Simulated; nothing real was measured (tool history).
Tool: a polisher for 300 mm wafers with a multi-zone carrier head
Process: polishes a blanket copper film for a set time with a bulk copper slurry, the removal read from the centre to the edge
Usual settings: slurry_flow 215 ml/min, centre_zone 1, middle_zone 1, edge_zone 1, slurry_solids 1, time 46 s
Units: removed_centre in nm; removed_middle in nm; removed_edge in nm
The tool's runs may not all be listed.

run,day,slurry_flow,centre_zone,middle_zone,edge_zone,slurry_solids,time,"incoming thickness of the incoming film, nm",removed_centre,removed_middle,removed_edge
1,0,230,1,1,1,1,46,3724.5,340.8,309.2,311.1
2,4.221,215,0.96,0.94,1,1,46,3735.6,327.8,293.4,305.4
3,8.575,215,0.96,0.94,1,1,46,3629.6,328.9,292.9,307
# day 9.788: edge zone pressure recalibrated
4,11.962,215,1,1,1,1,46,3775.7,350.3,301,305.8
# day 13.483: worn pad replaced by a new one
5,13.925,215,1.1,0.91,1,1,46,3713.4,375.8,281.3,303.1
6,16.392,215,1.1,1,1,0.85,46,3700.2,378.1,304.8,296.5
# day 19.208: slurry nozzle cleaned
7,20.192,215,1,1,1,1,46,3743.4,349.3,304.5,309.3
# day 20.783: centre zone pressure recalibrated, repeated, since the last time left the tool worse
8,24.433,215,1,1,1,1,46,3689.4,299.4,306.9,310.1
# day 25.975: carrier head's membrane replaced by a new one
9,27.95,215,1,1,1,1,60,3647.8,398,405.1,399.3
10,31.662,245,1,1.07,0.89,0.75,46,3707.1,299.5,316.4,275.4
11,35.85,255,1.05,1.11,1,1,30,3695.4,213.8,226,205.5
# day 37.296: worn pad replaced by a new one
12,37.354,140,1,0.89,1.05,1,46,3760.1,290.5,258.6,305.2
13,40.129,215,1,1.12,0.91,1.15,50,3727.9,362.4,379.8,326.4
# day 41.621: slurry nozzle cleaned
14,43.725,215,1,0.9,1.08,0.8,46,3644.2,299.2,265.5,303.4
15,47.625,215,1,1,1,1,46,3710.8,318.2,308.4,312.2
# day 47.767: edge zone pressure recalibrated
16,51.804,215,1,1,1.07,0.8,46,3699.4,304.2,294.6,306.5
17,55.546,240,1,1,1.11,0.85,46,3679.7,316.7,298.9,317
18,58.408,190,0.95,1,0.95,1.1,46,3661,301.4,312,300.8
# day 59.067: centre zone pressure recalibrated
19,60.554,215,1.06,1,1.07,1,46,3731.5,324.6,313.7,315.2
# day 61.121: worn pad replaced by a new one
# day 62.533: slurry nozzle cleaned
20,62.708,215,1,1,1.12,0.7,46,3630.3,298.6,289.5,306.3
21,65.817,170,1,1.09,1,1,46,3632.8,299.6,319.4,295.4

The same runs without the tool's hidden state, with the same run-to-run variation:
The hidden state here: removal rate lost through wear of the pad, %; slurry flow missing at the pad, %; deviation of the centre zone's pressure from its setpoint, %; deviation of the edge zone's pressure from its setpoint, %.
run,removed_centre
1,306.4
2,291.5
3,290.2
4,307.7
5,329.6
6,330.8
7,304.4
8,298.7
9,393.5
10,293.8
11,208.5
12,282.6
13,351.5
14,289.3
15,306.9
16,292.7
17,304.3
18,289.3
19,322.6
20,294.7
21,293.4
removed_middle: within 0.2 nm of the measured result in every run.
removed_edge: within 0.1 nm of the measured result in every run.
